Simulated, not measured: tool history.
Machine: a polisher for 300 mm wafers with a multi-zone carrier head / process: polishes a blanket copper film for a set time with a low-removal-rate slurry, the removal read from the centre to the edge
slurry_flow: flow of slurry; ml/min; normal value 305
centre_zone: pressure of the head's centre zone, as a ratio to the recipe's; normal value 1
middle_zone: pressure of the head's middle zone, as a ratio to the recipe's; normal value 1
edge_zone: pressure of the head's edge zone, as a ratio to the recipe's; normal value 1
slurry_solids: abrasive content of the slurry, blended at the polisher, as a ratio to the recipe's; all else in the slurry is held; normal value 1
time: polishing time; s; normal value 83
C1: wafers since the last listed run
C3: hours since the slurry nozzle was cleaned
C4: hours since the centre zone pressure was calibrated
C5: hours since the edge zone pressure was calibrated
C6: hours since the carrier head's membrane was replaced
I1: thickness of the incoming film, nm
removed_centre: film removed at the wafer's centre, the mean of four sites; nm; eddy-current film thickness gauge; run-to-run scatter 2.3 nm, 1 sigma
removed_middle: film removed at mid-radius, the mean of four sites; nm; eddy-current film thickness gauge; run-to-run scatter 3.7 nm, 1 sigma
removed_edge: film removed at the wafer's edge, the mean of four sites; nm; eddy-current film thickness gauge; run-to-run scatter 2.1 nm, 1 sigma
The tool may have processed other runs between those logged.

run 1 day=0 | slurry_flow=335 centre_zone=1 middle_zone=1 edge_zone=1 slurry_solids=1.2 time=83 | C1=0 wafers_polished_on_this_pad=4605 C3=136.4 C4=466.6 C5=15.5 C6=299.9 | I1=1153.1 | removed_centre=286.6 removed_middle=284.4 removed_edge=287.3
-- day=1.288 worn pad replaced by a new one
run 2 day=3.05 | slurry_flow=305 centre_zone=1 middle_zone=1 edge_zone=1 slurry_solids=1 time=83 | C1=542 wafers_polished_on_this_pad=331 C3=209.6 C4=539.8 C5=88.7 C6=373.1 | I1=1139.3 | removed_centre=280.7 removed_middle=271.5 removed_edge=275.5
run 3 day=7.342 | slurry_flow=230 centre_zone=1 middle_zone=1 edge_zone=1 slurry_solids=1 time=83 | C1=807 wafers_polished_on_this_pad=1139 C3=312.6 C4=642.8 C5=191.7 C6=476.1 | I1=1136.1 | removed_centre=268.9 removed_middle=267.2 removed_edge=270.5
run 4 day=11.742 | slurry_flow=305 centre_zone=1 middle_zone=1.08 edge_zone=1.08 slurry_solids=1 time=67 | C1=828 wafers_polished_on_this_pad=1967 C3=418.2 C4=748.4 C5=297.3 C6=581.7 | I1=1156 | removed_centre=226.7 removed_middle=242.1 removed_edge=229.6
run 5 day=15.075 | slurry_flow=245 centre_zone=1.05 middle_zone=0.93 edge_zone=1 slurry_solids=0.9 time=83 | C1=627 wafers_polished_on_this_pad=2595 C3=498.2 C4=828.4 C5=377.3 C6=661.7 | I1=1151.8 | removed_centre=284.5 removed_middle=243.3 removed_edge=264.6
run 6 day=17.179 | slurry_flow=305 centre_zone=1.06 middle_zone=1 edge_zone=1 slurry_solids=1 time=83 | C1=396 wafers_polished_on_this_pad=2991 C3=548.7 C4=878.9 C5=427.8 C6=712.2 | I1=1144.4 | removed_centre=295.6 removed_middle=276.3 removed_edge=272.6
-- day=20.062 carrier head's membrane replaced by a new one
run 7 day=21.592 | slurry_flow=305 centre_zone=1.07 middle_zone=1 edge_zone=0.95 slurry_solids=1 time=83 | C1=791 wafers_polished_on_this_pad=3782 C3=654.6 C4=984.8 C5=533.7 C6=36.7 | I1=1157.4 | removed_centre=302.6 removed_middle=270 removed_edge=270.3
run 8 day=24.904 | slurry_flow=305 centre_zone=1.11 middle_zone=1 edge_zone=1 slurry_solids=1 time=83 | C1=623 wafers_polished_on_this_pad=4406 C3=734.1 C4=1064.3 C5=613.2 C6=116.2 | I1=1145.3 | removed_centre=314.3 removed_middle=282.5 removed_edge=276.8
-- day=25.125 slurry nozzle cleaned
-- day=26.583 worn pad replaced by a new one
run 9 day=27.804 | slurry_flow=380 centre_zone=1 middle_zone=1 edge_zone=1.09 slurry_solids=1 time=61 | C1=506 wafers_polished_on_this_pad=229 C3=64.3 C4=1133.9 C5=682.8 C6=185.8 | I1=1129.5 | removed_centre=211.8 removed_middle=202 removed_edge=214.2
run 10 day=30.433 | slurry_flow=270 centre_zone=0.96 middle_zone=1 edge_zone=1.05 slurry_solids=1 time=92 | C1=494 wafers_polished_on_this_pad=724 C3=127.4 C4=1197 C5=745.9 C6=248.9 | I1=1162.7 | removed_centre=302 removed_middle=305.1 removed_edge=313.3
-- day=31.842 edge zone pressure recalibrated
run 11 day=32.729 | slurry_flow=305 centre_zone=1 middle_zone=1 edge_zone=1 slurry_solids=1 time=83 | C1=416 wafers_polished_on_this_pad=1141 C3=182.5 C4=1252.1 C5=21.3 C6=304 | I1=1161.8 | removed_centre=283.6 removed_middle=269.6 removed_edge=276.2
-- day=34.746 centre zone pressure recalibrated
run 12 day=35.033 | slurry_flow=255 centre_zone=0.96 middle_zone=0.88 edge_zone=1 slurry_solids=1.25 time=83 | C1=418 wafers_polished_on_this_pad=1559 C3=237.8 C4=6.9 C5=76.6 C6=359.3 | I1=1129.3 | removed_centre=268.7 removed_middle=245.9 removed_edge=289.2
run 13 day=36.575 | slurry_flow=305 centre_zone=1 middle_zone=1 edge_zone=0.89 slurry_solids=1 time=83 | C1=290 wafers_polished_on_this_pad=1849 C3=274.8 C4=43.9 C5=113.6 C6=396.3 | I1=1156.8 | removed_centre=271.2 removed_middle=274.4 removed_edge=256.8
run 14 day=39.675 | slurry_flow=235 centre_zone=0.89 middle_zone=1 edge_zone=1 slurry_solids=1 time=83 | C1=583 wafers_polished_on_this_pad=2432 C3=349.2 C4=118.3 C5=188 C6=470.7 | I1=1146.1 | removed_centre=241.2 removed_middle=265.9 removed_edge=268
run 15 day=41.279 | slurry_flow=305 centre_zone=1 middle_zone=1 edge_zone=1 slurry_solids=1 time=83 | C1=301 wafers_polished_on_this_pad=2734 C3=387.7 C4=156.8 C5=226.5 C6=509.2 | I1=1138.4 | removed_centre=277 removed_middle=272.9 removed_edge=269.2
run 16 day=44.962 | slurry_flow=245 centre_zone=0.92 middle_zone=1 edge_zone=1.09 slurry_solids=1 time=83 | C1=693 wafers_polished_on_this_pad=3428 C3=476.1 C4=245.2 C5=314.9 C6=597.6 | I1=1159.2 | removed_centre=245.9 removed_middle=263.3 removed_edge=282.9
run 17 day=48.542 | slurry_flow=360 centre_zone=1 middle_zone=1 edge_zone=1 slurry_solids=1 time=83 | C1=673 wafers_polished_on_this_pad=4101 C3=562 C4=331.1 C5=400.8 C6=683.5 | I1=1160 | removed_centre=281 removed_middle=276.3 removed_edge=274.4
run 18 day=52.058 | slurry_flow=375 centre_zone=0.97 middle_zone=1.03 edge_zone=1 slurry_solids=1.1 time=83 | C1=661 wafers_polished_on_this_pad=4763 C3=646.4 C4=415.5 C5=485.2 C6=767.9 | I1=1143.8 | removed_centre=277.9 removed_middle=295.3 removed_edge=288
-- day=52.612 carrier head's membrane replaced by a new one
-- day=54.233 slurry nozzle cleaned
-- day=54.667 worn pad replaced by a new one
run 19 day=55.242 | slurry_flow=305 centre_zone=1 middle_zone=1 edge_zone=1 slurry_solids=1 time=83 | C1=520 wafers_polished_on_this_pad=108 C3=24.2 C4=491.9 C5=561.6 C6=63.1 | I1=1155.5 | removed_centre=278.5 removed_middle=272.3 removed_edge=272.9
run 20 day=57.946 | slurry_flow=305 centre_zone=1.11 middle_zone=1 edge_zone=1 slurry_solids=1 time=71 | C1=508 wafers_polished_on_this_pad=617 C3=89.1 C4=556.8 C5=626.5 C6=128 | I1=1166.1 | removed_centre=267.1 removed_middle=236.9 removed_edge=234.5

Measured result minus the same run's result without the hidden state. Both carry the same run-to-run variation, though not necessarily the same gauge scatter:
What the log doesn't record here: removal rate lost through wear of the pad, %; slurry flow missing at the pad, %; deviation of the centre zone's pressure from its setpoint, %; deviation of the edge zone's pressure from its setpoint, %.
run=1 removed_centre=+4
run=2 removed_centre=+4.5
run=3 removed_centre=+5
run=4 removed_centre=+4.8
run=5 removed_centre=+6.6
run=6 removed_centre=+7.3
run=7 removed_centre=+8.3
run=8 removed_centre=+9.2
run=9 removed_centre=+6.6
run=10 removed_centre=+10
run=11 removed_centre=+9.7
run=12 removed_centre=-0.6
run=13 removed_centre=-0.3
run=14 removed_centre=+0.2
run=15 removed_centre=+0.5
run=16 removed_centre=+1.1
run=17 removed_centre=+1.8
run=18 removed_centre=+2.5
run=19 removed_centre=+3
run=20 removed_centre=+3.4
removed_middle: within 0.1 nm of the measured result in every run.
removed_edge difference: zero, run after run.

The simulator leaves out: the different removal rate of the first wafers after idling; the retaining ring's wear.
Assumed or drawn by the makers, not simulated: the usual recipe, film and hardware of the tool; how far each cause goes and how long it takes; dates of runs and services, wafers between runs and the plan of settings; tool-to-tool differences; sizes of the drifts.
